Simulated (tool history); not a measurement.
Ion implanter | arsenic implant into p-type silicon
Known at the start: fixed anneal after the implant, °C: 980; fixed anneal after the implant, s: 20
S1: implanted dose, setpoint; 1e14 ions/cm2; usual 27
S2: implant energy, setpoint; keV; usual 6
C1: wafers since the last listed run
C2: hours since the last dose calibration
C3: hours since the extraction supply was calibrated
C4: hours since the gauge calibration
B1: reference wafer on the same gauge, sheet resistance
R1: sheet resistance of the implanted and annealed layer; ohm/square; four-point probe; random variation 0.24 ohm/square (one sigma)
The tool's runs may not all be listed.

| run | day | S1 | S2 | C1 | C2 | C3 | C4 | B1 | R1 |
|---|---|---|---|---|---|---|---|---|---|
| 1 | 0 | 27 | 6 | 0 | 2036.3 | 3754.2 | 176.6 | 146.94 | 163.54 |
| 2 | 0.654 | 27 | 6 | 442 | 2052 | 3769.9 | 192.3 | 146.95 | 164.02 |
| 3 | 1.158 | 27 | 6 | 341 | 2064.1 | 3782 | 204.4 | 147.04 | 163.89 |
| 4 | 1.712 | 27 | 4.5 | 375 | 2077.4 | 3795.3 | 217.7 | 147.05 | 173.64 |
| 5 | 2.454 | 27 | 4.5 | 501 | 2095.2 | 3813.1 | 235.5 | 147.12 | 173.17 |
| 6 | 3.412 | 27 | 4.5 | 648 | 2118.2 | 3836.1 | 258.5 | 147.09 | 173.06 |
| 7 | 5.5 | 27 | 6 | 1412 | 2168.3 | 3886.2 | 308.6 | 147.14 | 163.52 |
| 8 | 6.192 | 27 | 6 | 468 | 2184.9 | 3902.8 | 325.2 | 147.13 | 163.84 |
| 9 | 6.492 | 27 | 6 | 203 | 2192.1 | 3910 | 332.4 | 147.23 | 163.66 |
| 10 | 7.062 | 27 | 7 | 386 | 2205.8 | 3923.7 | 346.1 | 147.2 | 159.41 |
| 11 | 7.621 | 32.66 | 6 | 377 | 2219.2 | 3937.1 | 359.5 | 147.11 | 159.59 |
| 12 | 8.075 | 32.66 | 6 | 307 | 2230.1 | 3948 | 370.4 | 147.22 | 159.95 |
| 13 | 8.525 | 32.66 | 6 | 304 | 2240.9 | 3958.8 | 381.2 | 147.25 | 160.23 |
| 14 | 8.975 | 27 | 6 | 304 | 2251.7 | 3969.6 | 392 | 147.21 | 163.88 |
| 15 | 9.392 | 30.98 | 4.5 | 282 | 2261.7 | 3979.6 | 402 | 147.2 | 170.56 |
| 16 | 10.062 | 22.5 | 6 | 454 | 2277.8 | 3995.7 | 418.1 | 147.21 | 168.3 |
| 17 | 10.775 | 31.28 | 7.5 | 482 | 2294.9 | 4012.8 | 435.2 | 147.25 | 154.27 |
|  | 10.896 | gauge calibrated |
|  | 11.454 | Faraday cup replaced and dose calibrated |
| 18 | 11.496 | 20.42 | 8 | 262 | 1 | 4030.1 | 14.4 | 146.15 | 160.99 |
| 19 | 13.258 | 29.6 | 4 | 1192 | 43.3 | 4072.4 | 56.7 | 146.52 | 174.48 |
|  | 13.867 | extraction supply calibrated |
| 20 | 13.888 | 30.91 | 7 | 200 | 58.4 | 0.5 | 71.8 | 146.6 | 155.87 |
| 21 | 13.979 | 27 | 4 | 62 | 60.6 | 2.7 | 74 | 146.59 | 177.65 |
| 22 | 14.608 | 18.95 | 8 | 425 | 75.7 | 17.8 | 89.1 | 146.71 | 163.7 |
| 23 | 15.254 | 18.95 | 8 | 437 | 91.2 | 33.3 | 104.6 | 146.76 | 163.63 |
| 24 | 15.604 | 24.57 | 7 | 236 | 99.6 | 41.7 | 113 | 146.8 | 160.73 |
| 25 | 16.146 | 30.48 | 6 | 366 | 112.6 | 54.7 | 126 | 146.93 | 161.07 |
| 26 | 16.654 | 27 | 7.5 | 344 | 124.8 | 66.9 | 138.2 | 146.96 | 157.5 |
| 27 | 17.238 | 27 | 6 | 394 | 138.8 | 80.9 | 152.2 | 147.03 | 164.01 |
| 28 | 17.788 | 27 | 6 | 372 | 152 | 94.1 | 165.4 | 147.05 | 163.71 |
| 29 | 18.288 | 27 | 6 | 338 | 164 | 106.1 | 177.4 | 147.05 | 163.76 |

3 ways to go on from here, each from the tool as it stands after run 29. What would each give?
| A | 18.304 | 22.27 | 6 | 11 | 164.4 | 106.5 | 177.8 | ? | ? |
| B | 18.304 | 33.5 | 7.5 | 11 | 164.4 | 106.5 | 177.8 | ? | ? |
| C | 18.304 | 23.98 | 8 | 11 | 164.4 | 106.5 | 177.8 | ? | ? |

| run | B1 | R1 |
|---|---|---|
| A | 147.09 | 168.44 |
| B | 147.09 | 152.76 |
| C | 147.09 | 157.81 |
Without the tool's hidden state the same runs would have given:
| run | R1 |
|---|---|
| A | 167.2 |
| B | 151.63 |
| C | 156.64 |

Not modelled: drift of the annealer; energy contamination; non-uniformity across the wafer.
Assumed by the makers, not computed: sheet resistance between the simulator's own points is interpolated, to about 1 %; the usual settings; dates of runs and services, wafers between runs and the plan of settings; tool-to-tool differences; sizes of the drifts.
